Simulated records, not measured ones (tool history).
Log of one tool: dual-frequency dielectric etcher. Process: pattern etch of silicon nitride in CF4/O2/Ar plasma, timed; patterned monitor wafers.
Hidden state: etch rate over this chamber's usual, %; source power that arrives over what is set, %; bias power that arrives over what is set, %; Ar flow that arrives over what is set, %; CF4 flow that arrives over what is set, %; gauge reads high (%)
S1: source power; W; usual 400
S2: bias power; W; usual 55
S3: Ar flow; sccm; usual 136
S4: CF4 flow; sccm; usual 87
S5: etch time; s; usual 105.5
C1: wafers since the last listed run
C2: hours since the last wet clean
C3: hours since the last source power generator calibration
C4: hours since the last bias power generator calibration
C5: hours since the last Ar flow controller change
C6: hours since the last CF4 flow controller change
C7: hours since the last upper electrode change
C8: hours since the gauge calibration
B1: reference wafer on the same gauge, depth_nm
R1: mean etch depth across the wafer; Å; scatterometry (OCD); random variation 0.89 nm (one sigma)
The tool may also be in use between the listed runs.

{"run": 1, "hour": 0.0, "S1": 400, "S2": 55, "S3": 117, "S4": 87, "S5": 105.5, "C1": 0, "C2": 126.9, "C3": 3052.1, "C4": 3213.4, "C5": 2263.6, "C6": 3780, "C7": 5736.8, "C8": 49.3, "B1": 154.8, "R1": 1732}
{"run": 2, "hour": 14.9, "S1": 400, "S2": 55, "S3": 117, "S4": 87, "S5": 105.5, "C1": 87, "C2": 141.8, "C3": 3067, "C4": 3228.3, "C5": 2278.5, "C6": 3794.9, "C7": 5751.7, "C8": 64.2, "B1": 154.8, "R1": 1740}
{"run": 3, "hour": 31.5, "S1": 400, "S2": 59, "S3": 136, "S4": 87, "S5": 118.5, "C1": 97, "C2": 158.4, "C3": 3083.6, "C4": 3244.9, "C5": 2295.1, "C6": 3811.5, "C7": 5768.3, "C8": 80.8, "B1": 154.8, "R1": 1994}
{"run": 4, "hour": 49.1, "S1": 400, "S2": 55, "S3": 136, "S4": 87, "S5": 105.5, "C1": 103, "C2": 176, "C3": 3101.2, "C4": 3262.5, "C5": 2312.7, "C6": 3829.1, "C7": 5785.9, "C8": 98.4, "B1": 154.8, "R1": 1722}
{"run": 5, "hour": 84.9, "S1": 400, "S2": 44, "S3": 136, "S4": 87, "S5": 105.5, "C1": 210, "C2": 211.8, "C3": 3137, "C4": 3298.3, "C5": 2348.5, "C6": 3864.9, "C7": 5821.7, "C8": 134.2, "B1": 155, "R1": 1500}
{"run": 6, "hour": 140.8, "S1": 400, "S2": 44, "S3": 136, "S4": 87, "S5": 105.5, "C1": 328, "C2": 267.7, "C3": 3192.9, "C4": 3354.2, "C5": 2404.4, "C6": 3920.8, "C7": 5877.6, "C8": 190.1, "B1": 155.1, "R1": 1499}
{"hour": 159.8, "done": "Ar flow controller replaced"}
{"run": 7, "hour": 174.4, "S1": 400, "S2": 65, "S3": 136, "S4": 87, "S5": 105.5, "C1": 162, "C2": 301.3, "C3": 3226.5, "C4": 3387.8, "C5": 14.6, "C6": 3954.4, "C7": 5911.2, "C8": 223.7, "B1": 155, "R1": 1882}
{"run": 8, "hour": 205.1, "S1": 400, "S2": 65, "S3": 136, "S4": 87, "S5": 105.5, "C1": 180, "C2": 332, "C3": 3257.2, "C4": 3418.5, "C5": 45.3, "C6": 3985.1, "C7": 5941.9, "C8": 254.4, "B1": 155.3, "R1": 1872}
{"hour": 213.9, "done": "bias power generator calibrated"}
{"run": 9, "hour": 230.1, "S1": 400, "S2": 55, "S3": 136, "S4": 77, "S5": 105.5, "C1": 123, "C2": 357, "C3": 3282.2, "C4": 16.2, "C5": 70.3, "C6": 4010.1, "C7": 5966.9, "C8": 279.4, "B1": 154.9, "R1": 1676}
{"hour": 252.8, "done": "source power generator calibrated"}
{"hour": 303.9, "done": "CF4 flow controller replaced"}
{"hour": 311.9, "done": "wet clean of the chamber"}
{"hour": 313.8, "done": "upper electrode replaced"}
{"run": 10, "hour": 318.0, "S1": 330, "S2": 55, "S3": 136, "S4": 87, "S5": 105.5, "C1": 399, "C2": 6.1, "C3": 65.2, "C4": 104.1, "C5": 158.2, "C6": 14.1, "C7": 4.2, "C8": 367.3, "B1": 154.8, "R1": 1496}
{"run": 11, "hour": 344.5, "S1": 400, "S2": 46, "S3": 149, "S4": 87, "S5": 119.5, "C1": 155, "C2": 32.6, "C3": 91.7, "C4": 130.6, "C5": 184.7, "C6": 40.6, "C7": 30.7, "C8": 393.8, "B1": 155.2, "R1": 1713}
{"run": 12, "hour": 369.1, "S1": 430, "S2": 62, "S3": 167, "S4": 87, "S5": 78, "C1": 144, "C2": 57.2, "C3": 116.3, "C4": 155.2, "C5": 209.3, "C6": 65.2, "C7": 55.3, "C8": 418.4, "B1": 154.9, "R1": 1421}
{"run": 13, "hour": 393.2, "S1": 400, "S2": 55, "S3": 136, "S4": 87, "S5": 105.5, "C1": 141, "C2": 81.3, "C3": 140.4, "C4": 179.3, "C5": 233.4, "C6": 89.3, "C7": 79.4, "C8": 442.5, "B1": 155.1, "R1": 1701}
{"hour": 397.8, "done": "gauge calibrated"}
{"run": 14, "hour": 418.0, "S1": 400, "S2": 55, "S3": 156, "S4": 87, "S5": 105.5, "C1": 145, "C2": 106.1, "C3": 165.2, "C4": 204.1, "C5": 258.2, "C6": 114.1, "C7": 104.2, "C8": 20.2, "B1": 155, "R1": 1685}

The next listed run, before its measurement:
{"run": 15, "hour": 447.4, "S1": 400, "S2": 55, "S3": 136, "S4": 87, "S5": 105.5, "C1": 172, "C2": 135.5, "C3": 194.6, "C4": 233.5, "C5": 287.6, "C6": 143.5, "C7": 133.6, "C8": 49.6, "B1": "?", "R1": "?"}

Run 15 gave B1 154.8, R1 1714 Å.
Without the tool's hidden state the same run would have given R1 1714 Å.
